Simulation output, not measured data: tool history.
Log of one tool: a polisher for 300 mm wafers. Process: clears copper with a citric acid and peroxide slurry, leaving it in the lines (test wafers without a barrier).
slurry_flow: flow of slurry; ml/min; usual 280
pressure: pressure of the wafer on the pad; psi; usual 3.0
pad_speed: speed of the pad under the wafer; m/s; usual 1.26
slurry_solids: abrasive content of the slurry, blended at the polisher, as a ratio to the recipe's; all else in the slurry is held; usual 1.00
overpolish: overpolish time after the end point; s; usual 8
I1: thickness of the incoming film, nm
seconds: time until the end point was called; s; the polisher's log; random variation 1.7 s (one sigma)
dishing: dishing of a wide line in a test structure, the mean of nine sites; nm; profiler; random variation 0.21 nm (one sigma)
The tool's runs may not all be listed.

Run 1, hour 0.0: usual settings but pressure 3.6 psi; I1 293.9. Result: seconds 98.8 s, dishing 19.4 nm.
Run 2, hour 8.9: usual settings; I1 290.3. Result: seconds 117.1 s, dishing 16.7 nm.
Run 3, hour 21.7: usual settings; I1 290.8. Result: seconds 114.9 s, dishing 15.8 nm.
Run 4, hour 30.3: usual settings; I1 295.9. Result: seconds 117.1 s, dishing 15.6 nm.
Run 5, hour 41.3: usual settings but slurry_solids 1.10; I1 288.4. Result: seconds 116.7 s, dishing 16.0 nm.
At hour 63.0: worn pad replaced by a new one.
Run 6, hour 77.9: usual settings but slurry_solids 1.10; I1 291.2. Result: seconds 107.4 s, dishing 17.6 nm.
Run 7, hour 87.8: usual settings but pad_speed 1.48 m/s; I1 295.1. Result: seconds 95.2 s, dishing 19.6 nm.
Run 8, hour 94.8: usual settings but pad_speed 1.48 m/s; I1 291.1. Result: seconds 91.8 s, dishing 19.6 nm.
Run 9, hour 108.5: usual settings but pad_speed 1.48 m/s; I1 291.0. Result: seconds 93.4 s, dishing 19.9 nm.
Run 10, hour 125.1: usual settings but pad_speed 1.56 m/s, overpolish 6 s; I1 288.0. Result: seconds 87.3 s, dishing 15.8 nm.
Run 11, hour 141.7: usual settings but pad_speed 1.56 m/s, overpolish 6 s; I1 286.6. Result: seconds 87.4 s, dishing 15.7 nm.
Run 12, hour 158.4: usual settings; I1 287.2. Result: seconds 112.5 s, dishing 16.7 nm.
At hour 160.7: slurry blender recalibrated.
At hour 165.7: head pressure recalibrated.
Run 13, hour 166.2: usual settings but slurry_solids 0.90; I1 288.2. Result: seconds 114.1 s, dishing 16.5 nm.
Run 14, hour 178.3: usual settings but pressure 3.5 psi, pad_speed 1.68 m/s, slurry_solids 0.75, overpolish 4 s; I1 288.1. Result: seconds 76.5 s, dishing 12.6 nm.
Run 15, hour 203.2: usual settings but slurry_flow 255 ml/min, pad_speed 1.44 m/s, slurry_solids 0.90; I1 291.8. Result: seconds 105.5 s, dishing 17.6 nm.
Run 16, hour 210.9: usual settings but slurry_flow 200 ml/min, pressure 3.4 psi, overpolish 5 s; I1 290.2. Result: seconds 110.4 s, dishing 11.2 nm.
Run 17, hour 218.3: usual settings but overpolish 4 s; I1 290.0. Result: seconds 116.5 s, dishing 8.2 nm.
At hour 230.2: worn pad replaced by a new one.
Run 18, hour 231.0: usual settings; I1 285.1. Result: seconds 105.3 s, dishing 16.9 nm.
Run 19, hour 243.3: usual settings but slurry_flow 210 ml/min, slurry_solids 1.30; I1 289.2. Result: seconds 109.0 s, dishing 17.2 nm.
Run 20, hour 255.8: usual settings but pad_speed 0.82 m/s, slurry_solids 1.10; I1 287.3. Result: seconds 164.6 s, dishing 11.7 nm.
Run 21, hour 265.5: usual settings; I1 287.3. Result: seconds 107.3 s, dishing 16.8 nm.
Run 22, hour 277.2: usual settings but pad_speed 1.58 m/s, slurry_solids 0.85; I1 290.1. Result: seconds 90.2 s, dishing 19.6 nm.
Run 23, hour 291.7: usual settings but slurry_solids 0.75, overpolish 10 s; I1 291.6. Result: seconds 117.0 s, dishing 19.6 nm.
Run 24, hour 306.9: usual settings but slurry_flow 200 ml/min, pressure 3.7 psi, pad_speed 0.90 m/s, overpolish 6 s; I1 284.4. Result: seconds 130.5 s, dishing 11.0 nm.
At hour 311.5: slurry nozzle cleaned.
Run 25, hour 315.5: usual settings but slurry_flow 255 ml/min, pad_speed 1.44 m/s, slurry_solids 0.90; I1 293.8. Result: seconds 102.5 s, dishing 17.9 nm.
At hour 323.5: slurry blender recalibrated.
Run 26, hour 325.4: usual settings; I1 289.2. Result: seconds 116.6 s, dishing 16.1 nm.
Run 27, hour 365.9: usual settings but pressure 2.3 psi, pad_speed 1.14 m/s; I1 285.6. Result: seconds 162.5 s, dishing 11.1 nm.
Run 28, hour 385.9: usual settings; I1 291.7. Result: seconds 124.6 s, dishing 15.0 nm.
Run 29, hour 400.1: usual settings; I1 289.0. Result: seconds 122.8 s, dishing 15.4 nm.
Run 30, hour 413.5: usual settings but pressure 2.6 psi, pad_speed 1.04 m/s, overpolish 6 s; I1 287.1. Result: seconds 173.6 s, dishing 8.5 nm.

3 ways to go on from here, each from the tool as it stands after run 30. What would each give?
Run A, hour 414.0: usual settings but pressure 2.5 psi; I1 290.0. Result: seconds ?, dishing ?.
Run B, hour 414.0: usual settings but pad_speed 1.14 m/s, overpolish 12 s; I1 290.0. Result: seconds ?, dishing ?.
Run C, hour 414.0: usual settings but slurry_flow 365 ml/min, pad_speed 1.42 m/s, slurry_solids 0.80; I1 290.0. Result: seconds ?, dishing ?.

run  seconds  dishing
  A    149.9     12.4
  B    138.3     19.4
  C    112.5     16.2
Without the tool's hidden state the same runs would have given:
run  seconds  dishing
  A    127.0     14.5
  B    117.1     22.4
  C     95.3     18.8

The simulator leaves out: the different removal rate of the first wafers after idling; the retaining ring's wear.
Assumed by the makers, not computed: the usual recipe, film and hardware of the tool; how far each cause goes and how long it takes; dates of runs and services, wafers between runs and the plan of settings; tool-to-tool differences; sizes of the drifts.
